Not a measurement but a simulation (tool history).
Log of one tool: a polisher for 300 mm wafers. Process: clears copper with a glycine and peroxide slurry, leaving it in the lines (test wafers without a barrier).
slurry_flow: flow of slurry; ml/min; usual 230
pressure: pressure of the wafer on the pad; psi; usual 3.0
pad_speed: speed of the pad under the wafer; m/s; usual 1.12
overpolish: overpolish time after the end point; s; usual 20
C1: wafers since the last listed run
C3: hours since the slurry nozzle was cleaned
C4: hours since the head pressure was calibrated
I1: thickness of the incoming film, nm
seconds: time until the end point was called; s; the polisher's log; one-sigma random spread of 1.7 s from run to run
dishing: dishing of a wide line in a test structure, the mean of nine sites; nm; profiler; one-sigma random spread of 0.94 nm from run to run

Run 1, hour 0.0: usual settings but pad_speed 1.26 m/s; C1 0; wafers polished on this pad 140; C3 188.6; C4 247.4; I1 660.6. Result: seconds 96.1 s, dishing 76.2 nm.
Run 2, hour 54.7: usual settings but pad_speed 1.26 m/s; C1 477; wafers polished on this pad 618; C3 243.3; C4 302.1; I1 659.0. Result: seconds 95.9 s, dishing 76.1 nm.
Run 3, hour 112.9: usual settings but pad_speed 1.26 m/s; C1 508; wafers polished on this pad 1126; C3 301.5; C4 360.3; I1 673.3. Result: seconds 100.7 s, dishing 75.5 nm.
At hour 116.7: head pressure recalibrated.
At hour 279.7: worn pad replaced by a new one.
Run 4, hour 327.9: usual settings but overpolish 23 s; C1 1824; wafers polished on this pad 420; C3 516.5; C4 211.2; I1 655.4. Result: seconds 108.4 s, dishing 76.1 nm.
Run 5, hour 352.7: usual settings but overpolish 23 s; C1 216; wafers polished on this pad 637; C3 541.3; C4 236.0; I1 669.6. Result: seconds 112.3 s, dishing 77.0 nm.
At hour 478.7: slurry nozzle cleaned.
At hour 479.7: head pressure recalibrated.
Run 6, hour 537.4: usual settings; C1 1595; wafers polished on this pad 2232; C3 58.7; C4 57.7; I1 655.3. Result: seconds 105.8 s, dishing 72.2 nm.
At hour 593.8: worn pad replaced by a new one.
Run 7, hour 594.2: usual settings; C1 460; wafers polished on this pad 3; C3 115.5; C4 114.5; I1 665.9. Result: seconds 106.1 s, dishing 70.5 nm.
Run 8, hour 630.2: usual settings; C1 314; wafers polished on this pad 318; C3 151.5; C4 150.5; I1 648.6. Result: seconds 102.0 s, dishing 71.4 nm.
Run 9, hour 675.3: usual settings; C1 393; wafers polished on this pad 711; C3 196.6; C4 195.6; I1 659.3. Result: seconds 102.6 s, dishing 71.5 nm.
Run 10, hour 712.7: usual settings but pressure 2.7 psi; C1 326; wafers polished on this pad 1038; C3 234.0; C4 233.0; I1 661.7. Result: seconds 117.7 s, dishing 68.1 nm.
Run 11, hour 765.4: usual settings but pressure 2.7 psi; C1 460; wafers polished on this pad 1498; C3 286.7; C4 285.7; I1 663.7. Result: seconds 115.2 s, dishing 66.5 nm.
At hour 818.2: head pressure recalibrated.
Run 12, hour 821.5: usual settings but slurry_flow 255 ml/min, pad_speed 0.96 m/s, overpolish 16 s; C1 472; wafers polished on this pad 1970; C3 342.8; C4 3.3; I1 664.5. Result: seconds 119.4 s, dishing 55.1 nm.
Run 13, hour 870.7: usual settings but slurry_flow 285 ml/min, pressure 2.4 psi, pad_speed 1.22 m/s, overpolish 8 s; C1 429; wafers polished on this pad 2400; C3 392.0; C4 52.5; I1 664.7. Result: seconds 115.8 s, dishing 32.0 nm.
At hour 904.1: worn pad replaced by a new one.
Run 14, hour 908.6: usual settings; C1 295; wafers polished on this pad 39; C3 429.9; C4 90.4; I1 649.4. Result: seconds 106.5 s, dishing 70.5 nm.
Run 15, hour 975.9: usual settings but pressure 2.7 psi, overpolish 28 s; C1 587; wafers polished on this pad 626; C3 497.2; C4 157.7; I1 652.8. Result: seconds 116.4 s, dishing 81.5 nm.
Run 16, hour 1028.6: usual settings but pressure 2.4 psi; C1 460; wafers polished on this pad 1087; C3 549.9; C4 210.4; I1 666.6. Result: seconds 133.6 s, dishing 60.4 nm.
Run 17, hour 1100.5: usual settings but pad_speed 1.24 m/s; C1 627; wafers polished on this pad 1714; C3 621.8; C4 282.3; I1 659.8. Result: seconds 103.9 s, dishing 71.3 nm.
At hour 1122.1: head pressure recalibrated.
Run 18, hour 1140.1: usual settings; C1 328; wafers polished on this pad 2042; C3 661.4; C4 18.0; I1 658.8. Result: seconds 116.9 s, dishing 67.1 nm.
At hour 1170.2: slurry nozzle cleaned.
Run 19, hour 1211.4: usual settings; C1 613; wafers polished on this pad 2656; C3 41.2; C4 89.3; I1 654.9. Result: seconds 103.1 s, dishing 73.6 nm.
At hour 1222.0: worn pad replaced by a new one.
Run 20, hour 1243.5: usual settings but slurry_flow 305 ml/min, pressure 3.9 psi, pad_speed 1.24 m/s, overpolish 12 s; C1 245; wafers polished on this pad 188; C3 73.3; C4 121.4; I1 657.7. Result: seconds 73.4 s, dishing 63.8 nm.
Run 21, hour 1288.1: usual settings; C1 389; wafers polished on this pad 577; C3 117.9; C4 166.0; I1 660.0. Result: seconds 105.5 s, dishing 72.6 nm.
Run 22, hour 1352.8: usual settings but pad_speed 1.26 m/s; C1 564; wafers polished on this pad 1142; C3 182.6; C4 230.7; I1 665.8. Result: seconds 98.3 s, dishing 75.5 nm.
Run 23, hour 1422.3: usual settings but overpolish 29 s; C1 606; wafers polished on this pad 1748; C3 252.1; C4 300.2; I1 666.7. Result: seconds 106.8 s, dishing 90.6 nm.

4 ways to go on from here, each from the tool as it stands after run 23. What would each give?
Run A, hour 1422.8: usual settings; C1 4; wafers polished on this pad 1753; C3 252.6; C4 300.7; I1 654.1. Result: seconds ?, dishing ?.
Run B, hour 1422.8: usual settings but pressure 2.4 psi, pad_speed 1.34 m/s, overpolish 10 s; C1 4; wafers polished on this pad 1753; C3 252.6; C4 300.7; I1 654.1. Result: seconds ?, dishing ?.
Run C, hour 1422.8: usual settings but slurry_flow 280 ml/min, overpolish 24 s; C1 4; wafers polished on this pad 1753; C3 252.6; C4 300.7; I1 654.1. Result: seconds ?, dishing ?.
Run D, hour 1422.8: usual settings but slurry_flow 290 ml/min, pressure 2.3 psi, pad_speed 0.88 m/s, overpolish 12 s; C1 4; wafers polished on this pad 1753; C3 252.6; C4 300.7; I1 654.1. Result: seconds ?, dishing ?.

run  seconds  dishing
  A    102.5     71.1
  B    106.3     40.6
  C    100.3     80.8
  D    149.5     35.9
The same runs, with their run-to-run variation unchanged, on a tool lacking any hidden condition would have given:
run  seconds  dishing
  A    101.5     71.5
  B    105.2     40.9
  C     99.5     81.2
  D    148.3     36.2

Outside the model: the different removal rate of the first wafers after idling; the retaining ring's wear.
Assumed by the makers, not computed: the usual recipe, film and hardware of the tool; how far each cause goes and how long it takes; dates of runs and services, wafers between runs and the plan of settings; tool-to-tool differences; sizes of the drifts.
